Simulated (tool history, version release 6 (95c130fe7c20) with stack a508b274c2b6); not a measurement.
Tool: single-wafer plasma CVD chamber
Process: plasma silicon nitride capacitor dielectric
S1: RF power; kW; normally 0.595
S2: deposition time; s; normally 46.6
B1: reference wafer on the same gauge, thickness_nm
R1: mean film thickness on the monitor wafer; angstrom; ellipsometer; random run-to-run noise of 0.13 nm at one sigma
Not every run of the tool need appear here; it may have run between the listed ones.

{"run": 1, "hour": 0.0, "S1": 0.595, "S2": 46.6, "B1": 90.984, "R1": 770.9}
{"run": 2, "hour": 21.9, "S1": 0.595, "S2": 46.6, "B1": 91.043, "R1": 769.88}
{"hour": 37.3, "done": "gauge calibrated"}
{"run": 3, "hour": 50.8, "S1": 0.595, "S2": 46.6, "B1": 90.963, "R1": 769.15}
{"run": 4, "hour": 83.0, "S1": 0.595, "S2": 46.6, "B1": 91.011, "R1": 771.61}
{"run": 5, "hour": 117.0, "S1": 0.595, "S2": 46.6, "B1": 90.992, "R1": 768.75}
{"run": 6, "hour": 208.1, "S1": 0.595, "S2": 46.6, "B1": 91.0, "R1": 768.88}
{"run": 7, "hour": 225.9, "S1": 0.595, "S2": 46.6, "B1": 90.996, "R1": 770.22}
{"hour": 255.7, "done": "showerhead replaced"}
{"run": 8, "hour": 256.2, "S1": 0.595, "S2": 43.3, "B1": 90.96, "R1": 713.06}
{"run": 9, "hour": 283.5, "S1": 0.595, "S2": 43.3, "B1": 91.03, "R1": 713.74}
{"run": 10, "hour": 303.4, "S1": 0.565, "S2": 52.5, "B1": 90.97, "R1": 850.15}
{"run": 11, "hour": 326.4, "S1": 0.565, "S2": 52.5, "B1": 91.003, "R1": 850.2}
{"run": 12, "hour": 347.5, "S1": 0.595, "S2": 46.6, "B1": 90.997, "R1": 762.63}
{"hour": 377.5, "done": "RF generator calibrated"}
{"run": 13, "hour": 378.0, "S1": 0.595, "S2": 46.6, "B1": 90.991, "R1": 785.6}
{"run": 14, "hour": 385.2, "S1": 0.555, "S2": 53.1, "B1": 91.042, "R1": 875.87}
{"run": 15, "hour": 403.3, "S1": 0.595, "S2": 46.6, "B1": 90.999, "R1": 784.16}
{"run": 16, "hour": 434.5, "S1": 0.65, "S2": 53.8, "B1": 91.04, "R1": 932.71}
{"run": 17, "hour": 453.1, "S1": 0.505, "S2": 42.0, "B1": 90.987, "R1": 675.35}
{"run": 18, "hour": 477.8, "S1": 0.595, "S2": 43.3, "B1": 91.047, "R1": 731.78}
{"run": 19, "hour": 497.3, "S1": 0.595, "S2": 41.1, "B1": 91.03, "R1": 691.58}
{"hour": 543.3, "done": "gauge calibrated"}
{"run": 20, "hour": 574.4, "S1": 0.515, "S2": 46.6, "B1": 90.992, "R1": 755.04}
{"run": 21, "hour": 604.8, "S1": 0.65, "S2": 46.6, "B1": 91.008, "R1": 804.07}
{"run": 22, "hour": 628.4, "S1": 0.71, "S2": 38.7, "B1": 91.037, "R1": 684.61}
{"run": 23, "hour": 656.4, "S1": 0.595, "S2": 46.6, "B1": 91.044, "R1": 785.6}
{"run": 24, "hour": 690.3, "S1": 0.595, "S2": 46.6, "B1": 91.032, "R1": 782.66}
{"run": 25, "hour": 706.9, "S1": 0.53, "S2": 42.0, "B1": 90.982, "R1": 686.48}
{"run": 26, "hour": 729.8, "S1": 0.595, "S2": 46.6, "B1": 91.01, "R1": 784.64}

What if the next run were any one of these 4? Each begins from the tool's condition after run 26:
{"run": "A", "hour": 730.2, "S1": 0.595, "S2": 46.6, "B1": "?", "R1": "?"}
{"run": "B", "hour": 730.2, "S1": 0.545, "S2": 53.0, "B1": "?", "R1": "?"}
{"run": "C", "hour": 730.2, "S1": 0.625, "S2": 46.6, "B1": "?", "R1": "?"}
{"run": "D", "hour": 730.2, "S1": 0.54, "S2": 46.6, "B1": "?", "R1": "?"}

run=A B1=90.993 R1=787.74
run=B B1=90.993 R1=874.69
run=C B1=90.993 R1=798.47
run=D B1=90.993 R1=767.14
Take away the tool's hidden state, keep each run's random variation, and the runs would have read:
run=A R1=788.51
run=B R1=875.54
run=C R1=799.24
run=D R1=767.89
